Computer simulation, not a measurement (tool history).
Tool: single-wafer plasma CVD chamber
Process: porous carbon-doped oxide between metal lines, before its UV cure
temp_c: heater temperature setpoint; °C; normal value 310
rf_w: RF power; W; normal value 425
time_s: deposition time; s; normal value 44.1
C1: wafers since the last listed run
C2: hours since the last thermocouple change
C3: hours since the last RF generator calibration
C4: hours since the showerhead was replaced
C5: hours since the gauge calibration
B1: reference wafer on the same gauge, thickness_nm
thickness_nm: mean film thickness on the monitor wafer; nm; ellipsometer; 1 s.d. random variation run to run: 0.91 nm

Run 1, hour 0.0: usual settings; C1 0; C2 1736.0; C3 773.0; C4 2016.5; C5 103.0; B1 180.811. Result: thickness_nm 193.050 nm.
Run 2, hour 23.9: usual settings; C1 747; C2 1759.9; C3 796.9; C4 2040.4; C5 126.9; B1 180.973. Result: thickness_nm 192.810 nm.
Run 3, hour 116.7: usual settings; C1 2904; C2 1852.7; C3 889.7; C4 2133.2; C5 219.7; B1 181.242. Result: thickness_nm 191.852 nm.
Run 4, hour 130.4: usual settings but temp_c 318 °C, rf_w 365 W; C1 428; C2 1866.4; C3 903.4; C4 2146.9; C5 233.4; B1 181.137. Result: thickness_nm 159.536 nm.
Run 5, hour 163.2: usual settings but temp_c 318 °C, rf_w 365 W; C1 1026; C2 1899.2; C3 936.2; C4 2179.7; C5 266.2; B1 180.975. Result: thickness_nm 159.642 nm.
Run 6, hour 188.0: usual settings; C1 776; C2 1924.0; C3 961.0; C4 2204.5; C5 291.0; B1 180.866. Result: thickness_nm 192.355 nm.
Run 7, hour 222.8: usual settings; C1 1089; C2 1958.8; C3 995.8; C4 2239.3; C5 325.8; B1 181.069. Result: thickness_nm 192.973 nm.
Run 8, hour 238.9: usual settings but time_s 48.0 s; C1 503; C2 1974.9; C3 1011.9; C4 2255.4; C5 341.9; B1 180.879. Result: thickness_nm 209.676 nm.
Run 9, hour 263.1: usual settings but time_s 48.0 s; C1 757; C2 1999.1; C3 1036.1; C4 2279.6; C5 366.1; B1 181.018. Result: thickness_nm 208.705 nm.
Run 10, hour 284.1: usual settings but time_s 48.0 s; C1 657; C2 2020.1; C3 1057.1; C4 2300.6; C5 387.1; B1 181.263. Result: thickness_nm 209.517 nm.
Run 11, hour 298.9: usual settings; C1 463; C2 2034.9; C3 1071.9; C4 2315.4; C5 401.9; B1 181.072. Result: thickness_nm 191.962 nm.
Run 12, hour 333.7: usual settings; C1 1089; C2 2069.7; C3 1106.7; C4 2350.2; C5 436.7; B1 181.094. Result: thickness_nm 191.577 nm.
Run 13, hour 367.6: usual settings; C1 1060; C2 2103.6; C3 1140.6; C4 2384.1; C5 470.6; B1 180.951. Result: thickness_nm 193.212 nm.
Run 14, hour 380.9: usual settings; C1 416; C2 2116.9; C3 1153.9; C4 2397.4; C5 483.9; B1 180.844. Result: thickness_nm 190.620 nm.
Run 15, hour 400.9: usual settings; C1 625; C2 2136.9; C3 1173.9; C4 2417.4; C5 503.9; B1 181.154. Result: thickness_nm 191.770 nm.
At hour 409.6: gauge calibrated.
Run 16, hour 432.0: usual settings; C1 973; C2 2168.0; C3 1205.0; C4 2448.5; C5 22.4; B1 180.899. Result: thickness_nm 192.657 nm.
Run 17, hour 457.4: usual settings; C1 794; C2 2193.4; C3 1230.4; C4 2473.9; C5 47.8; B1 180.811. Result: thickness_nm 192.190 nm.
Run 18, hour 483.2: usual settings but temp_c 318 °C, time_s 51.1 s; C1 807; C2 2219.2; C3 1256.2; C4 2499.7; C5 73.6; B1 181.106. Result: thickness_nm 213.317 nm.
Run 19, hour 499.9: usual settings; C1 522; C2 2235.9; C3 1272.9; C4 2516.4; C5 90.3; B1 180.904. Result: thickness_nm 192.070 nm.
At hour 539.6: thermocouple changed; heater temperature recalibrated.
Run 20, hour 540.1: usual settings; C1 1007; C2 0.5; C3 1313.1; C4 2556.6; C5 130.5; B1 181.232. Result: thickness_nm 190.842 nm.
At hour 553.6: RF generator calibrated.
Run 21, hour 554.1: usual settings but temp_c 323 °C, rf_w 475 W, time_s 47.0 s; C1 187; C2 14.5; C3 0.5; C4 2570.6; C5 144.5; B1 181.048. Result: thickness_nm 204.556 nm.
Run 22, hour 571.6: usual settings but temp_c 315 °C, rf_w 370 W, time_s 35.6 s; C1 547; C2 32.0; C3 18.0; C4 2588.1; C5 162.0; B1 181.159. Result: thickness_nm 128.105 nm.
Run 23, hour 590.4: usual settings; C1 588; C2 50.8; C3 36.8; C4 2606.9; C5 180.8; B1 181.122. Result: thickness_nm 184.548 nm.
Run 24, hour 617.6: usual settings but temp_c 298 °C, rf_w 350 W, time_s 47.6 s; C1 851; C2 78.0; C3 64.0; C4 2634.1; C5 208.0; B1 181.164. Result: thickness_nm 171.976 nm.
Run 25, hour 644.6: usual settings; C1 844; C2 105.0; C3 91.0; C4 2661.1; C5 235.0; B1 181.216. Result: thickness_nm 183.200 nm.
At hour 668.6: RF generator calibrated, repeated, since the last time left the tool worse.
At hour 669.4: showerhead replaced.
Run 26, hour 669.9: usual settings but temp_c 302 °C; C1 518; C2 130.3; C3 1.3; C4 0.5; C5 260.3; B1 181.038. Result: thickness_nm 211.234 nm.
Run 27, hour 696.3: usual settings; C1 826; C2 156.7; C3 27.7; C4 26.9; C5 286.7; B1 181.064. Result: thickness_nm 203.391 nm.
Run 28, hour 713.3: usual settings but time_s 39.6 s; C1 532; C2 173.7; C3 44.7; C4 43.9; C5 303.7; B1 181.043. Result: thickness_nm 182.081 nm.
Run 29, hour 745.9: usual settings but temp_c 301 °C, time_s 39.7 s; C1 1020; C2 206.3; C3 77.3; C4 76.5; C5 336.3; B1 180.949. Result: thickness_nm 189.546 nm.
Run 30, hour 762.4: usual settings but rf_w 500 W, time_s 41.4 s; C1 516; C2 222.8; C3 93.8; C4 93.0; C5 352.8; B1 180.950. Result: thickness_nm 216.863 nm.
Run 31, hour 779.9: usual settings but temp_c 324 °C, rf_w 500 W; C1 547; C2 240.3; C3 111.3; C4 110.5; C5 370.3; B1 181.063. Result: thickness_nm 217.445 nm.
Run 32, hour 805.6: usual settings but temp_c 320 °C, rf_w 475 W; C1 804; C2 266.0; C3 137.0; C4 136.2; C5 396.0; B1 181.059. Result: thickness_nm 212.076 nm.
Run 33, hour 831.2: usual settings but temp_c 322 °C, time_s 52.3 s; C1 801; C2 291.6; C3 162.6; C4 161.8; C5 421.6; B1 180.839. Result: thickness_nm 222.459 nm.
Run 34, hour 844.3: usual settings but temp_c 302 °C, rf_w 395 W, time_s 49.7 s; C1 409; C2 304.7; C3 175.7; C4 174.9; C5 434.7; B1 181.024. Result: thickness_nm 217.001 nm.

Here are 4 independent what-if runs from the current tool condition. What would each one return?
Run A, hour 844.7: usual settings; C1 12; C2 305.1; C3 176.1; C4 175.3; C5 435.1; B1 ?. Result: thickness_nm ?.
Run B, hour 844.7: usual settings but temp_c 322 °C, rf_w 450 W, time_s 41.4 s; C1 12; C2 305.1; C3 176.1; C4 175.3; C5 435.1; B1 ?. Result: thickness_nm ?.
Run C, hour 844.7: usual settings but temp_c 316 °C, time_s 51.4 s; C1 12; C2 305.1; C3 176.1; C4 175.3; C5 435.1; B1 ?. Result: thickness_nm ?.
Run D, hour 844.7: usual settings but temp_c 304 °C, time_s 47.5 s; C1 12; C2 305.1; C3 176.1; C4 175.3; C5 435.1; B1 ?. Result: thickness_nm ?.

run       B1  thickness_nm
  A  180.891       200.200
  B  180.891       188.277
  C  180.891       226.225
  D  180.891       221.604
Take away the tool's hidden state, keep each run's random variation, and the runs would have read:
run  thickness_nm
  A       204.167
  B       191.941
  C       230.708
  D       225.995
